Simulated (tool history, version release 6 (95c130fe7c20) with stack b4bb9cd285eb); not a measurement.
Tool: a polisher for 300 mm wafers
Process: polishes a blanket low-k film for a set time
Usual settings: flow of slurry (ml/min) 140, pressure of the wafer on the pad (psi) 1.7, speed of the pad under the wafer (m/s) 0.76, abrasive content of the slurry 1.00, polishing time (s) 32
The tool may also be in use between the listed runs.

| run | hour | flow of slurry (ml/min) | pressure of the wafer on the pad (psi) | speed of the pad under the wafer (m/s) | abrasive content of the slurry | polishing time (s) | wafers since the last listed run | wafers polished on this pad | hours since the slurry nozzle was cleaned | hours since the head pressure was calibrated | hours since the slurry blender was calibrated | hours since the conditioning disc was replaced | incoming thickness of the incoming film, nm | film removed (angstrom) |
|---|---|---|---|---|---|---|---|---|---|---|---|---|---|---|
| 1 | 0.0 | 140 | 1.7 | 0.76 | 1.00 | 32 | 0 | 2777 | 83.3 | 1022.2 | 288.3 | 189.9 | 777.1 | 89 |
|  | 21.2 | slurry blender recalibrated |
|  | 41.7 | worn pad replaced by a new one |
| 2 | 79.9 | 140 | 1.7 | 0.76 | 1.00 | 32 | 1012 | 523 | 163.2 | 1102.1 | 58.7 | 269.8 | 769.3 | 93 |
|  | 155.6 | slurry nozzle cleaned |
| 3 | 156.1 | 140 | 1.7 | 0.76 | 1.00 | 32 | 1030 | 1554 | 0.5 | 1178.3 | 134.9 | 346.0 | 778.0 | 93 |
|  | 177.7 | conditioning disc replaced and pad reconditioned |
|  | 253.0 | worn pad replaced by a new one |
|  | 323.7 | slurry blender recalibrated |
|  | 370.2 | head pressure recalibrated |
|  | 414.1 | slurry nozzle cleaned |
| 4 | 430.5 | 180 | 1.7 | 0.76 | 1.15 | 32 | 3610 | 2364 | 16.4 | 60.3 | 106.8 | 252.8 | 774.3 | 94 |
| 5 | 491.9 | 180 | 1.7 | 0.76 | 1.15 | 32 | 841 | 3205 | 77.8 | 121.7 | 168.2 | 314.2 | 777.9 | 88 |
|  | 516.9 | worn pad replaced by a new one |
| 6 | 530.9 | 180 | 1.7 | 0.76 | 1.15 | 32 | 479 | 191 | 116.8 | 160.7 | 207.2 | 353.2 | 764.9 | 102 |
|  | 611.9 | conditioning disc replaced and pad reconditioned |
|  | 619.6 | slurry blender recalibrated |
| 7 | 635.7 | 140 | 1.7 | 0.76 | 1.00 | 32 | 1381 | 1573 | 221.6 | 265.5 | 16.1 | 23.8 | 776.2 | 91 |
|  | 678.0 | slurry nozzle cleaned |
| 8 | 696.3 | 185 | 1.7 | 0.76 | 1.00 | 28 | 816 | 2390 | 18.3 | 326.1 | 76.7 | 84.4 | 770.6 | 80 |
|  | 725.1 | worn pad replaced by a new one |
| 9 | 770.6 | 140 | 1.7 | 0.76 | 1.00 | 22 | 963 | 623 | 92.6 | 400.4 | 151.0 | 158.7 | 769.1 | 65 |
| 10 | 849.9 | 140 | 1.7 | 0.76 | 1.00 | 32 | 1086 | 1710 | 171.9 | 479.7 | 230.3 | 238.0 | 761.2 | 92 |
|  | 942.8 | worn pad replaced by a new one |
| 11 | 948.3 | 140 | 1.2 | 0.76 | 1.00 | 32 | 1293 | 75 | 270.3 | 578.1 | 328.7 | 336.4 | 771.4 | 67 |
|  | 949.5 | slurry nozzle cleaned |
|  | 964.5 | slurry blender recalibrated |
| 12 | 1023.3 | 140 | 2.3 | 0.50 | 0.70 | 37 | 986 | 1062 | 73.8 | 653.1 | 58.8 | 411.4 | 777.0 | 96 |
|  | 1056.5 | conditioning disc replaced and pad reconditioned |
| 13 | 1105.6 | 140 | 1.7 | 0.60 | 1.00 | 32 | 1100 | 2163 | 156.1 | 735.4 | 141.1 | 49.1 | 765.8 | 74 |
|  | 1157.6 | slurry nozzle cleaned |
| 14 | 1173.9 | 90 | 1.7 | 0.76 | 1.00 | 32 | 922 | 3085 | 16.3 | 803.7 | 209.4 | 117.4 | 763.8 | 82 |
|  | 1179.0 | worn pad replaced by a new one |
| 15 | 1210.9 | 140 | 1.2 | 0.76 | 1.10 | 32 | 452 | 437 | 53.3 | 840.7 | 246.4 | 154.4 | 773.3 | 69 |

5 ways to go on from here, each from the tool as it stands after run 15. What would each give?
| A | 1211.3 | 140 | 1.7 | 0.96 | 1.00 | 32 | 5 | 443 | 53.7 | 841.1 | 246.8 | 154.8 | 758.5 | ? |
| B | 1211.3 | 140 | 1.7 | 0.70 | 1.00 | 22 | 5 | 443 | 53.7 | 841.1 | 246.8 | 154.8 | 758.5 | ? |
| C | 1211.3 | 140 | 1.7 | 0.76 | 1.00 | 29 | 5 | 443 | 53.7 | 841.1 | 246.8 | 154.8 | 758.5 | ? |
| D | 1211.3 | 105 | 1.7 | 0.76 | 0.75 | 32 | 5 | 443 | 53.7 | 841.1 | 246.8 | 154.8 | 758.5 | ? |
| E | 1211.3 | 140 | 2.1 | 0.76 | 1.00 | 24 | 5 | 443 | 53.7 | 841.1 | 246.8 | 154.8 | 758.5 | ? |

| run | film removed (angstrom) |
|---|---|
| A | 113 |
| B | 60 |
| C | 85 |
| D | 85 |
| E | 86 |
Without the tool's hidden state the same runs would have given:
| run | film removed (angstrom) |
|---|---|
| A | 113 |
| B | 60 |
| C | 85 |
| D | 85 |
| E | 87 |

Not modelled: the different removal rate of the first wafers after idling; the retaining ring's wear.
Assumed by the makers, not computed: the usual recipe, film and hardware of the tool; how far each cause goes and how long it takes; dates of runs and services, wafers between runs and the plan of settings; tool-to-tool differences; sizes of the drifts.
